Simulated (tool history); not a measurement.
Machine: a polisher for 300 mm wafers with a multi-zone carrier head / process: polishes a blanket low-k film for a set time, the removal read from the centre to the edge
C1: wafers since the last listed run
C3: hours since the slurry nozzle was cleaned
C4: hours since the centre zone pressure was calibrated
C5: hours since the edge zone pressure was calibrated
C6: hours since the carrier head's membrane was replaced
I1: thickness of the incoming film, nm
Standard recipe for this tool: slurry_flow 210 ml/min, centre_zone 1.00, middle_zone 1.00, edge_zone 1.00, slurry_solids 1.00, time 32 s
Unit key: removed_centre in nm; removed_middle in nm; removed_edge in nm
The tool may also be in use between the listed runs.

run 1 day=0.000 | slurry_flow=210 centre_zone=1.00 middle_zone=1.00 edge_zone=1.00 slurry_solids=1.00 time=32 | C1=0 wafers_polished_on_this_pad=2310 C3=95.9 C4=126.5 C5=393.8 C6=218.5 | I1=371.6 | removed_centre=8.7 removed_middle=8.6 removed_edge=8.8
run 2 day=1.529 | slurry_flow=210 centre_zone=1.00 middle_zone=1.00 edge_zone=1.00 slurry_solids=1.00 time=32 | C1=564 wafers_polished_on_this_pad=2874 C3=132.6 C4=163.2 C5=430.5 C6=255.2 | I1=375.8 | removed_centre=8.6 removed_middle=8.7 removed_edge=8.8
run 3 day=3.079 | slurry_flow=210 centre_zone=1.00 middle_zone=1.00 edge_zone=1.00 slurry_solids=1.00 time=32 | C1=571 wafers_polished_on_this_pad=3446 C3=169.8 C4=200.4 C5=467.7 C6=292.4 | I1=362.0 | removed_centre=8.6 removed_middle=8.6 removed_edge=8.8
run 4 day=4.433 | slurry_flow=210 centre_zone=1.00 middle_zone=0.90 edge_zone=1.00 slurry_solids=0.80 time=32 | C1=499 wafers_polished_on_this_pad=3945 C3=202.3 C4=232.9 C5=500.2 C6=324.9 | I1=365.7 | removed_centre=7.7 removed_middle=7.3 removed_edge=7.9
run 5 day=7.188 | slurry_flow=210 centre_zone=1.00 middle_zone=1.00 edge_zone=1.00 slurry_solids=1.00 time=32 | C1=1016 wafers_polished_on_this_pad=4962 C3=268.4 C4=299.0 C5=566.3 C6=391.0 | I1=364.2 | removed_centre=8.5 removed_middle=8.6 removed_edge=8.6
run 6 day=8.229 | slurry_flow=230 centre_zone=1.00 middle_zone=0.97 edge_zone=1.00 slurry_solids=1.00 time=32 | C1=384 wafers_polished_on_this_pad=5346 C3=293.4 C4=324.0 C5=591.3 C6=416.0 | I1=374.2 | removed_centre=8.6 removed_middle=8.6 removed_edge=8.6
run 7 day=10.996 | slurry_flow=210 centre_zone=1.09 middle_zone=1.00 edge_zone=1.00 slurry_solids=1.00 time=28 | C1=1020 wafers_polished_on_this_pad=6367 C3=359.8 C4=390.4 C5=657.7 C6=482.4 | I1=370.2 | removed_centre=7.8 removed_middle=7.3 removed_edge=7.4
-- day=13.529 centre zone pressure recalibrated
-- day=13.738 worn pad replaced by a new one
run 8 day=13.954 | slurry_flow=210 centre_zone=1.00 middle_zone=1.00 edge_zone=1.00 slurry_solids=1.00 time=32 | C1=999 wafers_polished_on_this_pad=79 C3=430.8 C4=10.2 C5=728.7 C6=553.4 | I1=368.9 | removed_centre=8.9 removed_middle=9.2 removed_edge=9.1
run 9 day=18.038 | slurry_flow=210 centre_zone=1.00 middle_zone=1.00 edge_zone=1.12 slurry_solids=0.80 time=41 | C1=1506 wafers_polished_on_this_pad=1585 C3=528.8 C4=108.2 C5=826.7 C6=651.4 | I1=374.8 | removed_centre=10.3 removed_middle=10.3 removed_edge=11.2
-- day=18.875 edge zone pressure recalibrated
-- day=19.050 slurry nozzle cleaned
run 10 day=20.746 | slurry_flow=210 centre_zone=1.00 middle_zone=1.00 edge_zone=1.00 slurry_solids=1.00 time=32 | C1=953 wafers_polished_on_this_pad=2539 C3=40.7 C4=173.2 C5=44.9 C6=716.4 | I1=365.1 | removed_centre=8.7 removed_middle=8.5 removed_edge=8.9
run 11 day=28.654 | slurry_flow=210 centre_zone=0.96 middle_zone=1.00 edge_zone=1.07 slurry_solids=1.00 time=32 | C1=2917 wafers_polished_on_this_pad=5457 C3=230.5 C4=363.0 C5=234.7 C6=906.2 | I1=374.2 | removed_centre=8.3 removed_middle=8.5 removed_edge=9.0
-- day=30.658 worn pad replaced by a new one
run 12 day=31.646 | slurry_flow=250 centre_zone=1.00 middle_zone=1.09 edge_zone=0.91 slurry_solids=1.00 time=26 | C1=1042 wafers_polished_on_this_pad=363 C3=302.3 C4=434.8 C5=306.5 C6=978.0 | I1=368.5 | removed_centre=7.4 removed_middle=7.9 removed_edge=7.1
run 13 day=33.658 | slurry_flow=210 centre_zone=1.11 middle_zone=1.00 edge_zone=1.00 slurry_solids=1.00 time=40 | C1=742 wafers_polished_on_this_pad=1106 C3=350.6 C4=483.1 C5=354.8 C6=1026.3 | I1=373.7 | removed_centre=11.9 removed_middle=11.1 removed_edge=11.3
-- day=36.046 centre zone pressure recalibrated
run 14 day=36.646 | slurry_flow=210 centre_zone=1.00 middle_zone=1.00 edge_zone=1.00 slurry_solids=1.00 time=25 | C1=1071 wafers_polished_on_this_pad=2177 C3=422.3 C4=14.4 C5=426.5 C6=1098.0 | I1=375.3 | removed_centre=6.9 removed_middle=6.9 removed_edge=7.0
run 15 day=38.196 | slurry_flow=210 centre_zone=1.00 middle_zone=1.07 edge_zone=1.04 slurry_solids=1.00 time=23 | C1=571 wafers_polished_on_this_pad=2749 C3=459.5 C4=51.6 C5=463.7 C6=1135.2 | I1=371.5 | removed_centre=6.2 removed_middle=6.7 removed_edge=6.5
run 16 day=39.404 | slurry_flow=250 centre_zone=0.93 middle_zone=1.00 edge_zone=0.92 slurry_solids=1.00 time=36 | C1=445 wafers_polished_on_this_pad=3195 C3=488.5 C4=80.6 C5=492.7 C6=1164.2 | I1=376.1 | removed_centre=9.5 removed_middle=9.9 removed_edge=9.7
-- day=40.300 slurry nozzle cleaned
run 17 day=42.362 | slurry_flow=210 centre_zone=1.00 middle_zone=1.00 edge_zone=1.00 slurry_solids=1.00 time=32 | C1=1076 wafers_polished_on_this_pad=4271 C3=49.5 C4=151.6 C5=563.7 C6=1235.2 | I1=364.3 | removed_centre=8.6 removed_middle=8.7 removed_edge=8.7
run 18 day=43.758 | slurry_flow=210 centre_zone=1.00 middle_zone=1.00 edge_zone=1.00 slurry_solids=0.80 time=32 | C1=515 wafers_polished_on_this_pad=4786 C3=83.0 C4=185.1 C5=597.2 C6=1268.7 | I1=376.1 | removed_centre=7.9 removed_middle=7.9 removed_edge=8.0
run 19 day=45.538 | slurry_flow=210 centre_zone=1.00 middle_zone=1.00 edge_zone=1.00 slurry_solids=1.00 time=32 | C1=656 wafers_polished_on_this_pad=5443 C3=125.7 C4=227.8 C5=639.9 C6=1311.4 | I1=369.5 | removed_centre=8.6 removed_middle=8.6 removed_edge=8.7
run 20 day=46.921 | slurry_flow=210 centre_zone=1.00 middle_zone=1.00 edge_zone=1.00 slurry_solids=1.00 time=32 | C1=510 wafers_polished_on_this_pad=5953 C3=158.9 C4=261.0 C5=673.1 C6=1344.6 | I1=371.2 | removed_centre=8.5 removed_middle=8.5 removed_edge=8.6
-- day=47.279 carrier head's membrane replaced by a new one
-- day=48.308 worn pad replaced by a new one
run 21 day=48.329 | slurry_flow=210 centre_zone=1.00 middle_zone=1.00 edge_zone=1.10 slurry_solids=0.75 time=32 | C1=381 wafers_polished_on_this_pad=7 C3=192.7 C4=294.8 C5=706.9 C6=25.2 | I1=366.4 | removed_centre=7.9 removed_middle=7.8 removed_edge=8.5

For each run, what was the tool's unlogged condition?
slurry flow missing at the pad, %: 0 in every run
deviation of the centre zone's pressure from its setpoint, %: 0 in every run
deviation of the edge zone's pressure from its setpoint, %: 0 in every run
H1: removal rate lost through wear of the pad, %
run=1 H1=3.77
run=2 H1=4.27
run=3 H1=4.78
run=4 H1=5.22
run=5 H1=6.12
run=6 H1=6.46
run=7 H1=7.36
run=8 H1=0.495
run=9 H1=1.83
run=10 H1=2.71
run=11 H1=5.29
run=12 H1=1.08
run=13 H1=1.74
run=14 H1=2.71
run=15 H1=3.22
run=16 H1=3.61
run=17 H1=4.58
run=18 H1=5.03
run=19 H1=5.61
run=20 H1=6.06
run=21 H1=0.58

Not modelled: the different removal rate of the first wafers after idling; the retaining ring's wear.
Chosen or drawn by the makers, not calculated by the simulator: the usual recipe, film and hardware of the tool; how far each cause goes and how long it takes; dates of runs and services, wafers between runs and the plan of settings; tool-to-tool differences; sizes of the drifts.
